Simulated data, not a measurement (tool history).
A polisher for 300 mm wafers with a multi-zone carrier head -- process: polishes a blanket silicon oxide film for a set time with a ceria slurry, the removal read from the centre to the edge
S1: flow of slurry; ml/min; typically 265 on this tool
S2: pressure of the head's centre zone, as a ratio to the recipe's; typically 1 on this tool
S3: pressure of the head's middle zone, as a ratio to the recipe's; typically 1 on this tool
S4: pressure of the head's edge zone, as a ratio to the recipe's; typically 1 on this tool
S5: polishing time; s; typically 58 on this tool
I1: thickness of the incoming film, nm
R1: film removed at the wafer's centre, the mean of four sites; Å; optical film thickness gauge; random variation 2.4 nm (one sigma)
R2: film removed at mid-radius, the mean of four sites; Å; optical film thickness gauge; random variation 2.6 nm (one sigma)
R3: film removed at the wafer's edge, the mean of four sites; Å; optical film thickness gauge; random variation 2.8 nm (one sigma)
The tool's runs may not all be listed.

run 1 hour=0 | S1=190 S2=1 S3=1 S4=1 S5=58 | I1=888.5 | R1=1894 R2=1923 R3=1997
run 2 hour=70.2 | S1=265 S2=1 S3=1 S4=1 S5=58 | I1=888.1 | R1=2034 R2=1922 R3=2029
-- hour=113.5 edge zone pressure recalibrated
run 3 hour=139.9 | S1=265 S2=1 S3=1 S4=1 S5=58 | I1=881 | R1=1998 R2=1950 R3=2020
-- hour=151.3 worn pad replaced by a new one
run 4 hour=176 | S1=265 S2=1 S3=1 S4=1 S5=58 | I1=878.5 | R1=2135 R2=2077 R3=2083
run 5 hour=235.6 | S1=265 S2=1.07 S3=0.96 S4=0.9 S5=77 | I1=879.1 | R1=2940 R2=2613 R3=2632
run 6 hour=313 | S1=265 S2=1 S3=1.05 S4=1 S5=39 | I1=880.5 | R1=1430 R2=1436 R3=1381
run 7 hour=360.7 | S1=265 S2=1 S3=1 S4=1 S5=58 | I1=887.7 | R1=2094 R2=2035 R3=2009
run 8 hour=408.4 | S1=335 S2=0.9 S3=1.04 S4=1 S5=45 | I1=883 | R1=1462 R2=1628 R3=1633
run 9 hour=498.4 | S1=295 S2=0.9 S3=0.91 S4=1 S5=58 | I1=881.3 | R1=1868 R2=1841 R3=2066
-- hour=561.3 slurry nozzle cleaned
-- hour=683.2 worn pad replaced by a new one
run 10 hour=745.8 | S1=230 S2=1 S3=1.07 S4=1.04 S5=72 | I1=881.2 | R1=2577 R2=2649 R3=2649
run 11 hour=807.2 | S1=265 S2=1 S3=1 S4=1 S5=58 | I1=874 | R1=2092 R2=2026 R3=2112
-- hour=834.1 centre zone pressure recalibrated
run 12 hour=847.8 | S1=325 S2=1 S3=1 S4=0.94 S5=58 | I1=883 | R1=2107 R2=2034 R3=2027
run 13 hour=914.9 | S1=265 S2=0.89 S3=1.04 S4=1.07 S5=58 | I1=875.5 | R1=1796 R2=2089 R3=2161
run 14 hour=963 | S1=265 S2=1 S3=0.92 S4=1 S5=68 | I1=889.2 | R1=2386 R2=2182 R3=2381
run 15 hour=1027.1 | S1=265 S2=1.08 S3=1 S4=1 S5=58 | I1=876.3 | R1=2237 R2=1987 R3=2043
-- hour=1064.6 slurry nozzle cleaned
-- hour=1066.5 edge zone pressure recalibrated
run 16 hour=1108.5 | S1=320 S2=0.95 S3=1 S4=1.09 S5=58 | I1=889.8 | R1=1967 R2=1985 R3=2147
-- hour=1142.8 carrier head's membrane replaced by a new one
run 17 hour=1147.2 | S1=230 S2=1 S3=1.07 S4=1.04 S5=72 | I1=892.8 | R1=2493 R2=2551 R3=2564
run 18 hour=1253 | S1=265 S2=1.09 S3=1 S4=1 S5=73 | I1=876.6 | R1=2739 R2=2469 R3=2532
-- hour=1277.6 worn pad replaced by a new one
run 19 hour=1341.7 | S1=265 S2=1 S3=1 S4=1 S5=58 | I1=875.7 | R1=2102 R2=2053 R3=2132
run 20 hour=1489 | S1=235 S2=1.08 S3=0.93 S4=0.95 S5=58 | I1=877.8 | R1=2176 R2=1821 R3=1976
run 21 hour=1567.6 | S1=265 S2=1 S3=1 S4=1.03 S5=58 | I1=886.6 | R1=2055 R2=2004 R3=2061
-- hour=1588.4 slurry nozzle cleaned
run 22 hour=1615.6 | S1=265 S2=1 S3=1 S4=1 S5=58 | I1=870.4 | R1=2020 R2=2020 R3=1999
run 23 hour=1702.2 | S1=315 S2=1 S3=1 S4=1 S5=68 | I1=870.8 | R1=2433 R2=2323 R3=2418

Each row is a separate what-if for the run after 23, all from the same tool condition, not one after another. Results?
run A hour=1702.6 | S1=265 S2=1 S3=1 S4=1.06 S5=58 | I1=896.3 | R1=? R2=? R3=?
run B hour=1702.6 | S1=310 S2=1 S3=1 S4=1.05 S5=58 | I1=896.3 | R1=? R2=? R3=?
run C hour=1702.6 | S1=265 S2=1.09 S3=1 S4=1 S5=58 | I1=896.3 | R1=? R2=? R3=?

run=A R1=1998 R2=1985 R3=2071
run=B R1=2025 R2=2009 R3=2082
run=C R1=2173 R2=1984 R3=2021
With no hidden state in the tool, these same runs would have given:
run=A R1=2135 R2=2120 R3=2212
run=B R1=2164 R2=2146 R3=2224
run=C R1=2321 R2=2119 R3=2159
